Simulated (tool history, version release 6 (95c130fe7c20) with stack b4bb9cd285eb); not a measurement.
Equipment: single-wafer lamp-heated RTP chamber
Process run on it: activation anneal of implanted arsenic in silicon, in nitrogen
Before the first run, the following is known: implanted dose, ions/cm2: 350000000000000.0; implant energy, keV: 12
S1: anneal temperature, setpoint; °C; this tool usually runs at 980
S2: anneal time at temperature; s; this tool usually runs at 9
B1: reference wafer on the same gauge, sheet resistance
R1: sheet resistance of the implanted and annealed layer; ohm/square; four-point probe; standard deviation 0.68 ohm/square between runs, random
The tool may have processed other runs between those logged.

{"run": 1, "day": 0.0, "S1": 961, "S2": 7, "B1": 332.94, "R1": 284.25}
{"run": 2, "day": 0.954, "S1": 980, "S2": 9, "B1": 332.96, "R1": 280.49}
{"run": 3, "day": 2.412, "S1": 980, "S2": 9, "B1": 333.06, "R1": 279.8}
{"day": 2.771, "done": "pyrometer window cleaned and pyrometer calibrated"}
{"run": 4, "day": 3.9, "S1": 980, "S2": 9, "B1": 332.96, "R1": 280.63}
{"run": 5, "day": 4.742, "S1": 980, "S2": 9, "B1": 332.9, "R1": 280.76}
{"run": 6, "day": 5.762, "S1": 968, "S2": 9, "B1": 332.95, "R1": 282.15}
{"run": 7, "day": 6.958, "S1": 968, "S2": 9, "B1": 333.03, "R1": 282.41}
{"day": 7.425, "done": "gauge calibrated"}
{"day": 7.579, "done": "pyrometer window cleaned and pyrometer calibrated"}
{"run": 8, "day": 7.6, "S1": 968, "S2": 9, "B1": 333.36, "R1": 282.06}
{"run": 9, "day": 8.95, "S1": 980, "S2": 9, "B1": 333.11, "R1": 281}
{"run": 10, "day": 9.767, "S1": 980, "S2": 9, "B1": 332.94, "R1": 280.42}
{"run": 11, "day": 10.617, "S1": 980, "S2": 13, "B1": 333.14, "R1": 278.85}
{"run": 12, "day": 11.608, "S1": 980, "S2": 5, "B1": 332.88, "R1": 284.54}
{"day": 12.221, "done": "pyrometer window cleaned and pyrometer calibrated"}
{"run": 13, "day": 12.321, "S1": 980, "S2": 6, "B1": 333.14, "R1": 283.29}
{"run": 14, "day": 13.146, "S1": 1005, "S2": 9, "B1": 333.06, "R1": 279.45}
{"run": 15, "day": 14.604, "S1": 1004, "S2": 4, "B1": 333.08, "R1": 281}
{"run": 16, "day": 15.938, "S1": 961, "S2": 11, "B1": 332.92, "R1": 280.18}
{"day": 17.212, "done": "reflector plate cleaned"}
{"run": 17, "day": 17.233, "S1": 1001, "S2": 14, "B1": 332.79, "R1": 274.54}
{"day": 17.788, "done": "pyrometer window cleaned and pyrometer calibrated"}
{"run": 18, "day": 17.854, "S1": 993, "S2": 14, "B1": 333.18, "R1": 277.76}
{"run": 19, "day": 18.954, "S1": 1009, "S2": 12, "B1": 333.09, "R1": 275.69}
{"run": 20, "day": 20.446, "S1": 999, "S2": 12, "B1": 332.88, "R1": 275.69}
{"run": 21, "day": 21.346, "S1": 980, "S2": 9, "B1": 333.2, "R1": 281.44}
{"day": 22.479, "done": "pyrometer window cleaned and pyrometer calibrated"}
{"run": 22, "day": 22.5, "S1": 999, "S2": 4, "B1": 332.9, "R1": 283.28}

Run 23 is up next; what results do you expect?
{"day": 23.154, "done": "gauge calibrated"}
{"run": 23, "day": 23.825, "S1": 980, "S2": 9, "B1": "?", "R1": "?"}

Run 23 produced B1 333.17, R1 280.75 ohm/square.
With no hidden state in the tool, this same run would have given R1 280.75 ohm/square.
